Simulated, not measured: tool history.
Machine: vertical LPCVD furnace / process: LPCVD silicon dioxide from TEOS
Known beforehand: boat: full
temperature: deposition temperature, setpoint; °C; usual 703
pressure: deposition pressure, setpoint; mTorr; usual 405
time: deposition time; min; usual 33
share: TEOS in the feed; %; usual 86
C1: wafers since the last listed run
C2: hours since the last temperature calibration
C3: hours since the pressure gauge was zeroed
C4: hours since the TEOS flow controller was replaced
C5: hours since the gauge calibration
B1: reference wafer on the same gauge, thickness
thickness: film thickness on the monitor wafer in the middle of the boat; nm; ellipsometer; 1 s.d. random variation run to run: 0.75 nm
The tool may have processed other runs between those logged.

Run 1, hour 0: usual settings but share 93 %; C1 0; C2 2656.7; C3 3649.6; C4 2443.8; C5 1068.8; B1 344.91. Result: thickness 373.77 nm.
Run 2, hour 48.7: usual settings but temperature 695 °C, share 83 %; C1 975; C2 2705.4; C3 3698.3; C4 2492.5; C5 1117.5; B1 344.87. Result: thickness 294.09 nm.
Run 3, hour 79.5: usual settings but temperature 695 °C, share 83 %; C1 616; C2 2736.2; C3 3729.1; C4 2523.3; C5 1148.3; B1 345.06. Result: thickness 293.69 nm.
Run 4, hour 148.6: usual settings; C1 1383; C2 2805.3; C3 3798.2; C4 2592.4; C5 1217.4; B1 345.07. Result: thickness 360.14 nm.
Run 5, hour 213.4: usual settings; C1 1297; C2 2870.1; C3 3863; C4 2657.2; C5 1282.2; B1 345. Result: thickness 360.42 nm.
Run 6, hour 272.4: usual settings; C1 1181; C2 2929.1; C3 3922; C4 2716.2; C5 1341.2; B1 344.89. Result: thickness 359.9 nm.
Run 7, hour 317.2: usual settings; C1 897; C2 2973.9; C3 3966.8; C4 2761; C5 1386; B1 345.18. Result: thickness 359.97 nm.
Run 8, hour 374.2: usual settings; C1 1141; C2 3030.9; C3 4023.8; C4 2818; C5 1443; B1 344.98. Result: thickness 359.78 nm.
At hour 378.2: gauge calibrated.
Run 9, hour 403.2: usual settings; C1 580; C2 3059.9; C3 4052.8; C4 2847; C5 25; B1 345.02. Result: thickness 361.07 nm.
Run 10, hour 448: usual settings; C1 897; C2 3104.7; C3 4097.6; C4 2891.8; C5 69.8; B1 345.14. Result: thickness 361.42 nm.
Run 11, hour 504.7: usual settings; C1 1135; C2 3161.4; C3 4154.3; C4 2948.5; C5 126.5; B1 345.13. Result: thickness 360.14 nm.
At hour 594.4: thermocouples replaced and temperature profile calibrated.
Run 12, hour 594.9: usual settings; C1 1325; C2 0.5; C3 4244.5; C4 3038.7; C5 216.7; B1 344.82. Result: thickness 353.03 nm.
Run 13, hour 634: usual settings but temperature 697 °C, pressure 485 mTorr, time 22.5 min, share 81 %; C1 783; C2 39.6; C3 4283.6; C4 3077.8; C5 255.8; B1 344.87. Result: thickness 222.46 nm.
Run 14, hour 668: usual settings but temperature 695 °C, share 83 %; C1 680; C2 73.6; C3 4317.6; C4 3111.8; C5 289.8; B1 344.77. Result: thickness 286.83 nm.
Run 15, hour 704.7: usual settings but temperature 714 °C, pressure 325 mTorr, time 29.5 min, share 71 %; C1 735; C2 110.3; C3 4354.3; C4 3148.5; C5 326.5; B1 344.91. Result: thickness 327.3 nm.
Run 16, hour 729.9: usual settings but time 39.5 min; C1 504; C2 135.5; C3 4379.5; C4 3173.7; C5 351.7; B1 344.91. Result: thickness 423.42 nm.
Run 17, hour 769.1: usual settings but pressure 445 mTorr, share 76 %; C1 785; C2 174.7; C3 4418.7; C4 3212.9; C5 390.9; B1 345.14. Result: thickness 349.31 nm.
Run 18, hour 813.9: usual settings but time 37.5 min; C1 897; C2 219.5; C3 4463.5; C4 3257.7; C5 435.7; B1 344.95. Result: thickness 401.13 nm.
Run 19, hour 848.9: usual settings but temperature 695 °C, share 83 %; C1 700; C2 254.5; C3 4498.5; C4 3292.7; C5 470.7; B1 345.11. Result: thickness 287.96 nm.
At hour 907.6: pressure gauge zeroed.
Run 20, hour 908.1: usual settings; C1 704; C2 313.7; C3 0.5; C4 3351.9; C5 529.9; B1 344.96. Result: thickness 362.92 nm.
Run 21, hour 1064.7: usual settings but temperature 693 °C, pressure 315 mTorr; C1 3136; C2 470.3; C3 157.1; C4 3508.5; C5 686.5; B1 344.99. Result: thickness 254.79 nm.
Run 22, hour 1097.1: usual settings but temperature 715 °C, time 24 min; C1 648; C2 502.7; C3 189.5; C4 3540.9; C5 718.9; B1 345.06. Result: thickness 348.24 nm.
At hour 1143.8: TEOS flow controller replaced.
Run 23, hour 1161.1: usual settings but temperature 710 °C, pressure 335 mTorr, time 38.5 min, share 70 %; C1 801; C2 566.7; C3 253.5; C4 17.3; C5 782.9; B1 345.01. Result: thickness 408.68 nm.
Run 24, hour 1201.2: usual settings; C1 803; C2 606.8; C3 293.6; C4 57.4; C5 823; B1 345.1. Result: thickness 362.41 nm.
Run 25, hour 1248.7: usual settings but temperature 710 °C; C1 951; C2 654.3; C3 341.1; C4 104.9; C5 870.5; B1 344.82. Result: thickness 428.65 nm.
Run 26, hour 1308.1: usual settings but temperature 700 °C, time 28.5 min; C1 1189; C2 713.7; C3 400.5; C4 164.3; C5 929.9; B1 344.75. Result: thickness 293.64 nm.
Run 27, hour 1377.8: usual settings but share 97 %; C1 1395; C2 783.4; C3 470.2; C4 234; C5 999.6; B1 344.85. Result: thickness 385.91 nm.
Run 28, hour 1428.9: usual settings but temperature 715 °C, time 24 min; C1 1023; C2 834.5; C3 521.3; C4 285.1; C5 1050.7; B1 344.9. Result: thickness 349.58 nm.
Run 29, hour 1495.7: usual settings but temperature 710 °C, pressure 440 mTorr, time 38.5 min; C1 1337; C2 901.3; C3 588.1; C4 351.9; C5 1117.5; B1 345.08. Result: thickness 519.76 nm.
Run 30, hour 1524.4: usual settings but share 75 %; C1 574; C2 930; C3 616.8; C4 380.6; C5 1146.2; B1 345.24. Result: thickness 340.21 nm.

Hidden condition of the tool, last listed run before each entry between runs versus first listed run after:
After run 8, before run 9: gauge calibrated (hour 378.2)
  true tube temperature minus thermocouple reading, K: 0.964 -> 0.966; true pressure minus gauge reading, mTorr: -18.5 -> -18.6
  measured value less the no-hidden-state value, thickness: -0.4 -> -0.45 nm
After run 11, before run 12: thermocouples replaced and temperature profile calibrated (hour 594.4)
  true tube temperature minus thermocouple reading, K: 0.97 -> 0.0526; true pressure minus gauge reading, mTorr: -19.1 -> -19.5
  measured value less the no-hidden-state value, thickness: -0.62 -> -8.38 nm
After run 19, before run 20: pressure gauge zeroed (hour 907.6)
  true tube temperature minus thermocouple reading, K: 0.272 -> 0.315; true pressure minus gauge reading, mTorr: -20.6 -> 0.0759
  measured value less the no-hidden-state value, thickness: -5.76 -> +2.66 nm
After run 22, before run 23: TEOS flow controller replaced (hour 1143.8)
  true tube temperature minus thermocouple reading, K: 0.439 -> 0.476; true pressure minus gauge reading, mTorr: -0.782 -> -1.07
  measured value less the no-hidden-state value, thickness: +3.09 -> +3.76 nm

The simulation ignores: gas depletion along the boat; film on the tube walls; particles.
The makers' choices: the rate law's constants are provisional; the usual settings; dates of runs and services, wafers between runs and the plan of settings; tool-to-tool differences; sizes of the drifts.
